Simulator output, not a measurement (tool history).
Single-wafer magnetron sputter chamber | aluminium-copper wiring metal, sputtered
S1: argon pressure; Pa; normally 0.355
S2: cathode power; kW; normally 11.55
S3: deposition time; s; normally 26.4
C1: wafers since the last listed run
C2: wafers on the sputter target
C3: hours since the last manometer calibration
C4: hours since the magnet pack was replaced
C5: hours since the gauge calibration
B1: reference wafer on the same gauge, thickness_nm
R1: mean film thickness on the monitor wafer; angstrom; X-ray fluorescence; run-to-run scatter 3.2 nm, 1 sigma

Run 1, hour 0: usual settings but S1 0.426 Pa; C1 0; C2 1764; C3 2688.4; C4 7592.2; C5 100.6; B1 597.195. Result: R1 5146 angstrom.
Run 2, hour 12.8: usual settings but S1 0.426 Pa; C1 346; C2 2110; C3 2701.2; C4 7605; C5 113.4; B1 597.61. Result: R1 5258.36 angstrom.
Run 3, hour 20.2: usual settings but S3 27.9 s; C1 200; C2 2310; C3 2708.6; C4 7612.4; C5 120.8; B1 596.504. Result: R1 5795.14 angstrom.
Run 4, hour 27.8: usual settings but S3 27.9 s; C1 205; C2 2516; C3 2716.2; C4 7620; C5 128.4; B1 597.004. Result: R1 5753.28 angstrom.
Run 5, hour 39.9: usual settings but S3 27.9 s; C1 327; C2 2843; C3 2728.3; C4 7632.1; C5 140.5; B1 597.848. Result: R1 5760.4 angstrom.
Run 6, hour 52.7: usual settings but S1 0.322 Pa, S3 22.8 s; C1 346; C2 3189; C3 2741.1; C4 7644.9; C5 153.3; B1 597.288. Result: R1 4893.17 angstrom.
Run 7, hour 63.3: usual settings but S2 9.3 kW; C1 286; C2 3476; C3 2751.7; C4 7655.5; C5 163.9; B1 597.626. Result: R1 4424.41 angstrom.
Run 8, hour 69.6: usual settings but S2 9.3 kW; C1 170; C2 3646; C3 2758; C4 7661.8; C5 170.2; B1 597.314. Result: R1 4348.85 angstrom.
Run 9, hour 116.9: usual settings but S2 9.3 kW; C1 1279; C2 4926; C3 2805.3; C4 7709.1; C5 217.5; B1 597.451. Result: R1 4339.69 angstrom.
Run 10, hour 129.3: usual settings but S2 9.6 kW; C1 335; C2 5262; C3 2817.7; C4 7721.5; C5 229.9; B1 597.766. Result: R1 4490.92 angstrom.
Run 11, hour 136.5: usual settings but S2 10.45 kW; C1 194; C2 5456; C3 2824.9; C4 7728.7; C5 237.1; B1 597.816. Result: R1 4907.78 angstrom.
Run 12, hour 149.5: usual settings but S3 29.9 s; C1 351; C2 5808; C3 2837.9; C4 7741.7; C5 250.1; B1 596.06. Result: R1 6162.98 angstrom.
At hour 168: capacitance manometer re-zeroed and calibrated.
At hour 170.9: magnet pack replaced.
At hour 178.9: sputter target and shields replaced.
Run 13, hour 179.4: usual settings but S3 29.9 s; C1 298; C2 14; C3 11.4; C4 8.5; C5 280; B1 597.515. Result: R1 6163.07 angstrom.
Run 14, hour 179.7: usual settings but S1 0.265 Pa, S2 13.5 kW, S3 27.9 s; C1 8; C2 22; C3 11.7; C4 8.8; C5 280.3; B1 596.795. Result: R1 7336.18 angstrom.
Run 15, hour 189.3: usual settings; C1 259; C2 282; C3 21.3; C4 18.4; C5 289.9; B1 596.416. Result: R1 5564.55 angstrom.
Run 16, hour 201.7: usual settings; C1 335; C2 617; C3 33.7; C4 30.8; C5 302.3; B1 596.362. Result: R1 5488.79 angstrom.
At hour 207.1: gauge calibrated.
Run 17, hour 216: usual settings but S1 0.471 Pa; C1 386; C2 1004; C3 48; C4 45.1; C5 8.9; B1 595.634. Result: R1 5034.4 angstrom.
Run 18, hour 225.4: usual settings but S2 9.25 kW; C1 254; C2 1258; C3 57.4; C4 54.5; C5 18.3; B1 597.225. Result: R1 4434.74 angstrom.
Run 19, hour 235.8: usual settings but S1 0.26 Pa, S2 13.4 kW; C1 281; C2 1540; C3 67.8; C4 64.9; C5 28.7; B1 595.791. Result: R1 6863.46 angstrom.
Run 20, hour 252.6: usual settings but S1 0.224 Pa, S2 13.3 kW; C1 454; C2 1994; C3 84.6; C4 81.7; C5 45.5; B1 596.907. Result: R1 7062.75 angstrom.
Run 21, hour 263.2: usual settings but S3 29.9 s; C1 286; C2 2281; C3 95.2; C4 92.3; C5 56.1; B1 596.724. Result: R1 6234.94 angstrom.
Run 22, hour 277.8: usual settings but S1 0.283 Pa, S2 10.75 kW, S3 29.2 s; C1 394; C2 2676; C3 109.8; C4 106.9; C5 70.7; B1 597.324. Result: R1 5960.86 angstrom.
Run 23, hour 285.5: usual settings but S1 0.454 Pa, S2 9.75 kW; C1 208; C2 2884; C3 117.5; C4 114.6; C5 78.4; B1 596.624. Result: R1 4267.94 angstrom.
Run 24, hour 292.4: usual settings but S1 0.473 Pa, S2 13.85 kW, S3 28.5 s; C1 186; C2 3071; C3 124.4; C4 121.5; C5 85.3; B1 597.604. Result: R1 6452.77 angstrom.
Run 25, hour 309.4: usual settings but S1 0.451 Pa; C1 459; C2 3531; C3 141.4; C4 138.5; C5 102.3; B1 596.45. Result: R1 5058.83 angstrom.
Run 26, hour 358.2: usual settings but S1 0.243 Pa; C1 1320; C2 4851; C3 190.2; C4 187.3; C5 151.1; B1 597.167. Result: R1 5914.24 angstrom.

Across each entry between runs, compare the hidden state at the last listed run before it with the hidden state at the first listed run after it:
In the gap between runs 12 and 13: capacitance manometer re-zeroed and calibrated (hour 168); magnet pack replaced (hour 170.9); sputter target and shields replaced (hour 178.9)
  deposition rate above that of a new target (%): -2.28 -> -0.133
  difference, measured minus the result without the unlogged condition, R1: -143.82 -> -8.2 angstrom
In the gap between runs 16 and 17: gauge calibrated (hour 207.1)
  deposition rate above that of a new target (%): -0.37 -> -0.521
  difference, measured minus the result without the unlogged condition, R1: -20.37 -> -26.39 angstrom

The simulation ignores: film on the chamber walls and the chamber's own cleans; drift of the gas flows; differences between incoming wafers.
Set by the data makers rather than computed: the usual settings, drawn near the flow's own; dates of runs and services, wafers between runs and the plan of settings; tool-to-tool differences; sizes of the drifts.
